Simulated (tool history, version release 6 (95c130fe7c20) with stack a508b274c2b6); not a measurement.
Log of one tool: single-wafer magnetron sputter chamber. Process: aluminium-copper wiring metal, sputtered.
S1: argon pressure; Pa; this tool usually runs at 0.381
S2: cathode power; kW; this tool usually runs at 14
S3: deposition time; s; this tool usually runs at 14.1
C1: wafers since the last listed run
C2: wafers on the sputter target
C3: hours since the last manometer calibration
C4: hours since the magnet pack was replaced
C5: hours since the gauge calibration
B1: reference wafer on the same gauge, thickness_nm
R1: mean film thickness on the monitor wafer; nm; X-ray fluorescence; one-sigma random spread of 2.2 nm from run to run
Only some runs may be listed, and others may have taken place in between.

run     day     S1    S2    S3    C1    C2      C3      C4     C5       B1       R1
  1       0  0.381    14  14.1     0  3247    1732  7944.6  291.5  315.703  356.277
      2.254  -- sputter target and shields replaced
  2   2.979  0.381    14  14.1  1263   346  1803.5  8016.1    363  315.956  366.512
  3   4.842  0.261    14  14.1   889  1236  1848.2  8060.8  407.7   315.67  376.812
      6.058  -- gauge calibrated
  4   7.062  0.381  15.9  12.3  1060  2296  1901.5  8114.1   24.1  316.237  353.129
  5   8.788  0.381    14  14.1   823  3119  1942.9  8155.5   65.5  316.273   354.67
     10.767  -- sputter target and shields replaced
  6  11.375  0.381    14  14.1  1076   290    2005  8217.6  127.6  316.356  362.333
  7  13.896  0.381    14  14.1  1203  1493  2065.5  8278.1  188.1    315.9  360.487
     14.462  -- magnet pack replaced, of another model than before
  8  16.404  0.381    14  14.1  1038  2531  2125.7    46.6  248.3  315.427   351.21
  9  19.054  0.299    14  12.5  1265  3796  2189.3   110.2  311.9  315.824  324.667
     20.646  -- sputter target and shields replaced
 10  21.696  0.381  17.2  14.1  1101   502  2252.7   173.6  375.3  315.737  435.092
     23.354  -- capacitance manometer re-zeroed and calibrated
 11  23.375  0.381    14  14.1   642  1144     0.5   213.9  415.6  315.847  364.151
     24.496  -- gauge calibrated
 12  25.792  0.269    14  12.7  1153  2298    58.5   271.9   31.1  315.684  335.097
 13  28.033  0.381    14  14.1  1070  3368   112.3   325.7   84.9   315.97  355.486
 14  30.383   0.45  16.8  15.9  1121  4490   168.7   382.1  141.3  315.676  450.918
     31.183  -- sputter target and shields replaced
 15  33.362  0.381    14  15.3  1263  1039   240.2   453.6  212.8  315.951  391.005

Here are 3 independent what-if runs from the current tool condition. What would each one return?
  A  33.379  0.381  14  14.1   7  1047  240.6  454  213.2   ?   ?
  B  33.379  0.381  14  11.8   7  1047  240.6  454  213.2   ?   ?
  C  33.379   0.43  14  16.7   7  1047  240.6  454  213.2   ?   ?

run       B1       R1
  A  316.204  360.287
  B  316.204  301.517
  C  316.204  416.452
With no hidden state in the tool, these same runs would have given:
run       R1
  A  364.276
  B  304.855
  C  421.063
